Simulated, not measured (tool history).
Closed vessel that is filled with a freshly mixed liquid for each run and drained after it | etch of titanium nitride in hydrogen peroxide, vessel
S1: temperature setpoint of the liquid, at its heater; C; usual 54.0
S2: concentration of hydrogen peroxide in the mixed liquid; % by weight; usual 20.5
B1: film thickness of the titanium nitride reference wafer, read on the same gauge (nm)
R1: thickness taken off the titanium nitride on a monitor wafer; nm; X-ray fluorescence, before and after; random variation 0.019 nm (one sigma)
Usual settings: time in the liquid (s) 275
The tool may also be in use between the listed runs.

{"run": 1, "day": 0.0, "S1": 54.0, "S2": 20.5, "time in the liquid (s)": 275, "B1": 60.02, "R1": 9.42}
{"run": 2, "day": 0.775, "S1": 54.0, "S2": 20.5, "time in the liquid (s)": 275, "B1": 60.01, "R1": 9.43}
{"run": 3, "day": 1.525, "S1": 54.0, "S2": 20.5, "time in the liquid (s)": 275, "B1": 59.99, "R1": 9.41}
{"run": 4, "day": 2.15, "S1": 54.0, "S2": 20.5, "time in the liquid (s)": 275, "B1": 60.0, "R1": 9.42}
{"run": 5, "day": 4.654, "S1": 54.0, "S2": 20.5, "time in the liquid (s)": 275, "B1": 60.01, "R1": 9.46}
{"run": 6, "day": 5.892, "S1": 54.0, "S2": 20.5, "time in the liquid (s)": 275, "B1": 60.0, "R1": 9.48}
{"day": 8.3, "done": "peroxide flow meter replaced"}
{"run": 7, "day": 8.712, "S1": 54.0, "S2": 20.5, "time in the liquid (s)": 400, "B1": 60.0, "R1": 13.46}
{"day": 11.067, "done": "new drum of peroxide connected"}
{"run": 8, "day": 12.15, "S1": 54.0, "S2": 20.5, "time in the liquid (s)": 400, "B1": 60.01, "R1": 13.53}
{"day": 12.558, "done": "thermometer replaced"}
{"run": 9, "day": 12.846, "S1": 54.0, "S2": 20.5, "time in the liquid (s)": 275, "B1": 60.0, "R1": 8.96}
{"day": 12.912, "done": "gauge calibrated"}
{"run": 10, "day": 13.933, "S1": 47.5, "S2": 20.5, "time in the liquid (s)": 275, "B1": 60.01, "R1": 5.59}
{"run": 11, "day": 15.025, "S1": 54.0, "S2": 18.5, "time in the liquid (s)": 430, "B1": 60.0, "R1": 13.7}
{"run": 12, "day": 15.854, "S1": 54.0, "S2": 20.5, "time in the liquid (s)": 275, "B1": 60.02, "R1": 8.96}
{"run": 13, "day": 17.221, "S1": 46.5, "S2": 20.5, "time in the liquid (s)": 275, "B1": 60.0, "R1": 5.26}
{"run": 14, "day": 18.217, "S1": 57.5, "S2": 20.5, "time in the liquid (s)": 215, "B1": 60.0, "R1": 9.02}
{"run": 15, "day": 19.638, "S1": 59.0, "S2": 23.5, "time in the liquid (s)": 320, "B1": 59.99, "R1": 15.3}
{"run": 16, "day": 20.429, "S1": 54.0, "S2": 20.5, "time in the liquid (s)": 135, "B1": 60.01, "R1": 4.43}

3 ways to go on from here, each from the tool as it stands after run 16. What would each give?
{"run": "A", "day": 20.458, "S1": 54.0, "S2": 20.5, "time in the liquid (s)": 275, "B1": "?", "R1": "?"}
{"run": "B", "day": 20.458, "S1": 61.5, "S2": 20.5, "time in the liquid (s)": 275, "B1": "?", "R1": "?"}
{"run": "C", "day": 20.458, "S1": 60.0, "S2": 22.5, "time in the liquid (s)": 165, "B1": "?", "R1": "?"}

run=A B1=60.01 R1=9.05
run=B B1=60.01 R1=15.17
run=C B1=60.01 R1=8.39
Without the tool's hidden state the same runs would have given:
run=A R1=8.94
run=B R1=14.99
run=C R1=8.29
